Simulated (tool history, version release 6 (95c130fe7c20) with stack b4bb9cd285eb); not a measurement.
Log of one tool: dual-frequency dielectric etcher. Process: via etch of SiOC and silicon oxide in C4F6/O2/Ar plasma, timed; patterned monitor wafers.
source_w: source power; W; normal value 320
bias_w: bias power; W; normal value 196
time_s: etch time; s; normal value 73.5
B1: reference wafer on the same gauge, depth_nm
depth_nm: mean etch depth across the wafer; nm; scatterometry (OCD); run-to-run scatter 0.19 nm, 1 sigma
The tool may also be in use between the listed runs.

{"run": 1, "day": 0.0, "source_w": 320, "bias_w": 196, "time_s": 83.5, "B1": 75.3, "depth_nm": 84.3}
{"run": 2, "day": 1.404, "source_w": 320, "bias_w": 196, "time_s": 83.5, "B1": 75.3, "depth_nm": 84.5}
{"run": 3, "day": 2.638, "source_w": 320, "bias_w": 196, "time_s": 83.5, "B1": 75.3, "depth_nm": 84.1}
{"run": 4, "day": 4.067, "source_w": 320, "bias_w": 196, "time_s": 80.5, "B1": 75.3, "depth_nm": 81.4}
{"run": 5, "day": 5.0, "source_w": 320, "bias_w": 196, "time_s": 80.5, "B1": 75.3, "depth_nm": 81.6}
{"run": 6, "day": 6.133, "source_w": 320, "bias_w": 196, "time_s": 80.5, "B1": 75.3, "depth_nm": 81.3}
{"day": 6.496, "done": "source power generator calibrated"}
{"day": 7.208, "done": "wet clean of the chamber"}
{"run": 7, "day": 7.229, "source_w": 320, "bias_w": 196, "time_s": 73.5, "B1": 75.3, "depth_nm": 73.7}
{"run": 8, "day": 8.525, "source_w": 320, "bias_w": 196, "time_s": 73.5, "B1": 75.3, "depth_nm": 73.7}
{"day": 10.071, "done": "upper electrode replaced"}
{"run": 9, "day": 10.092, "source_w": 300, "bias_w": 156, "time_s": 58.5, "B1": 75.3, "depth_nm": 51.7}
{"run": 10, "day": 10.108, "source_w": 260, "bias_w": 178, "time_s": 60.5, "B1": 75.3, "depth_nm": 52.2}
{"run": 11, "day": 11.458, "source_w": 250, "bias_w": 196, "time_s": 73.5, "B1": 75.3, "depth_nm": 64.6}
{"day": 12.054, "done": "bias power generator calibrated"}
{"run": 12, "day": 12.1, "source_w": 270, "bias_w": 168, "time_s": 81.5, "B1": 75.3, "depth_nm": 70.2}
{"run": 13, "day": 12.896, "source_w": 370, "bias_w": 238, "time_s": 73.5, "B1": 75.3, "depth_nm": 86.3}
{"run": 14, "day": 13.742, "source_w": 320, "bias_w": 163, "time_s": 73.5, "B1": 75.3, "depth_nm": 68.8}
{"day": 14.229, "done": "gauge calibrated"}
{"run": 15, "day": 17.25, "source_w": 320, "bias_w": 196, "time_s": 83.5, "B1": 75.3, "depth_nm": 84.4}

What will run 16 give?
{"run": 16, "day": 18.012, "source_w": 320, "bias_w": 196, "time_s": 73.5, "B1": "?", "depth_nm": "?"}

B1: 75.3
depth_nm: 74.1 nm
If the tool had no hidden condition, the same run with the same run-to-run variation would have returned depth_nm 73.2 nm.

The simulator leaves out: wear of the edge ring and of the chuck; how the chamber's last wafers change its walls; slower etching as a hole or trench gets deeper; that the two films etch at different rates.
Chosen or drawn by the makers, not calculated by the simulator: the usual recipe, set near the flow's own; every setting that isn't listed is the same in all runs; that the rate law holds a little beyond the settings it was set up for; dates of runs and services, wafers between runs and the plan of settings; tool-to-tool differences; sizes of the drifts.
